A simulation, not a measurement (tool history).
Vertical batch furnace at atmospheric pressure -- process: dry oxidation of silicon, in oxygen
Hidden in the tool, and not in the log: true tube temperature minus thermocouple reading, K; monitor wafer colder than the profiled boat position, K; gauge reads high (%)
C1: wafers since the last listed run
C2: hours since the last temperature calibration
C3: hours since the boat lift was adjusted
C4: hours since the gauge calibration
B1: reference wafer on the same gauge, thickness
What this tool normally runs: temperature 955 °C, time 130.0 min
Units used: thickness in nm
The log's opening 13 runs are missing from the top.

{"run": 14, "day": 8.846, "temperature": 955, "time": 130.0, "C1": 109, "C2": 3710.7, "C3": 2563.7, "C4": 30.6, "B1": 48.09, "thickness": 58.19}
{"run": 15, "day": 9.4, "temperature": 955, "time": 130.0, "C1": 96, "C2": 3724.0, "C3": 2577.0, "C4": 43.9, "B1": 48.06, "thickness": 58.14}
{"run": 16, "day": 10.775, "temperature": 980, "time": 181.0, "C1": 239, "C2": 3757.0, "C3": 2610.0, "C4": 76.9, "B1": 48.08, "thickness": 90.66}
{"run": 17, "day": 11.25, "temperature": 967, "time": 154.5, "C1": 82, "C2": 3768.4, "C3": 2621.4, "C4": 88.3, "B1": 48.15, "thickness": 73.44}
{"run": 18, "day": 11.875, "temperature": 955, "time": 130.0, "C1": 108, "C2": 3783.4, "C3": 2636.4, "C4": 103.3, "B1": 48.16, "thickness": 58.43}
{"run": 19, "day": 12.362, "temperature": 955, "time": 130.0, "C1": 84, "C2": 3795.1, "C3": 2648.1, "C4": 115.0, "B1": 48.09, "thickness": 58.42}
{"run": 20, "day": 12.808, "temperature": 931, "time": 194.0, "C1": 77, "C2": 3805.8, "C3": 2658.8, "C4": 125.7, "B1": 48.04, "thickness": 61.27}
{"run": 21, "day": 13.5, "temperature": 933, "time": 130.0, "C1": 120, "C2": 3822.4, "C3": 2675.4, "C4": 142.3, "B1": 48.1, "thickness": 46.06}
{"day": 15.079, "done": "thermocouples replaced and temperature profile calibrated"}
{"run": 22, "day": 15.1, "temperature": 955, "time": 130.0, "C1": 104, "C2": 0.5, "C3": 2713.8, "C4": 180.7, "B1": 48.1, "thickness": 58.29}
{"run": 23, "day": 15.329, "temperature": 970, "time": 158.5, "C1": 39, "C2": 6.0, "C3": 2719.3, "C4": 186.2, "B1": 48.14, "thickness": 76.28}
{"run": 24, "day": 15.554, "temperature": 931, "time": 130.0, "C1": 39, "C2": 11.4, "C3": 2724.7, "C4": 191.6, "B1": 48.14, "thickness": 45.35}
{"run": 25, "day": 15.783, "temperature": 935, "time": 130.0, "C1": 39, "C2": 16.9, "C3": 2730.2, "C4": 197.1, "B1": 48.09, "thickness": 47.42}
{"run": 26, "day": 16.079, "temperature": 938, "time": 162.5, "C1": 51, "C2": 24.0, "C3": 2737.3, "C4": 204.2, "B1": 48.12, "thickness": 57.67}
{"day": 17.138, "done": "boat lift adjusted"}
{"run": 27, "day": 18.192, "temperature": 955, "time": 78.5, "C1": 193, "C2": 74.7, "C3": 25.3, "C4": 254.9, "B1": 48.06, "thickness": 40.98}
{"run": 28, "day": 18.788, "temperature": 972, "time": 73.0, "C1": 103, "C2": 89.0, "C3": 39.6, "C4": 269.2, "B1": 48.19, "thickness": 45.3}

Estimate the outcome of run 29 from the log above:
{"run": 29, "day": 19.579, "temperature": 976, "time": 93.0, "C1": 137, "C2": 108.0, "C3": 58.6, "C4": 288.2, "B1": "?", "thickness": "?"}

{"run 29": {"B1": 48.03, "thickness": 54.71}}
If the tool had no hidden condition, the same run with the same run-to-run variation would have returned thickness 54.71 nm.

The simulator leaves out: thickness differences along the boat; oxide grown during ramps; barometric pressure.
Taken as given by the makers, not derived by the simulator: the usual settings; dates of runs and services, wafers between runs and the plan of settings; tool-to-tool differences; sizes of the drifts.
